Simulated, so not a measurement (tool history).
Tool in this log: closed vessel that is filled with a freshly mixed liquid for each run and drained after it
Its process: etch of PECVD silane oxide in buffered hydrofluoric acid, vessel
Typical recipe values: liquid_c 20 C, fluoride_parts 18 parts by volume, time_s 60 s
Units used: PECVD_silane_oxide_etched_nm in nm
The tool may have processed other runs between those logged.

run,hour,liquid_c,fluoride_parts,time_s,"read-back film thickness of the PECVD silane oxide reference wafer, read on the same gauge (nm)",PECVD_silane_oxide_etched_nm
1,0,20,18,60,90,83.93
2,16.4,20,18,90,89.98,125.95
3,27.2,20,18,60,89.99,84.14
4,43.5,20,18,60,89.98,83.77
5,51.6,20,18,60,89.98,84.11
6,63.9,20,18,60,90.01,83.68
7,75.8,20,20.5,60,90,74.25
8,86.9,20,20.5,60,89.99,73.97
9,96.4,20,18,85,90.01,118.02
10,103.2,20,18,60,90,84.11
# hour 107.7: thermometer replaced
11,113.4,20,18,60,89.99,95.85
12,125,20,18,60,90.01,95.61
13,132.2,20,18,60,90.02,95.96
14,141.3,20,18,60,90,95.2
15,148.3,20,18,60,89.99,94.88
16,161,20,18,60,90,95.87
# hour 165.9: gauge calibrated
17,171.1,20,11.5,35,90.01,86.2
18,179.4,18,15.5,75,90,122.47

Forecast run 19:
19,191.9,23,18,75,?,?

Run 19 measured read-back film thickness of the PECVD silane oxide reference wafer, read on the same gauge (nm) 90, PECVD_silane_oxide_etched_nm 140.74 nm.
With the hidden condition absent and the run-to-run variation left alone, this run would have shown PECVD_silane_oxide_etched_nm 142.53 nm.
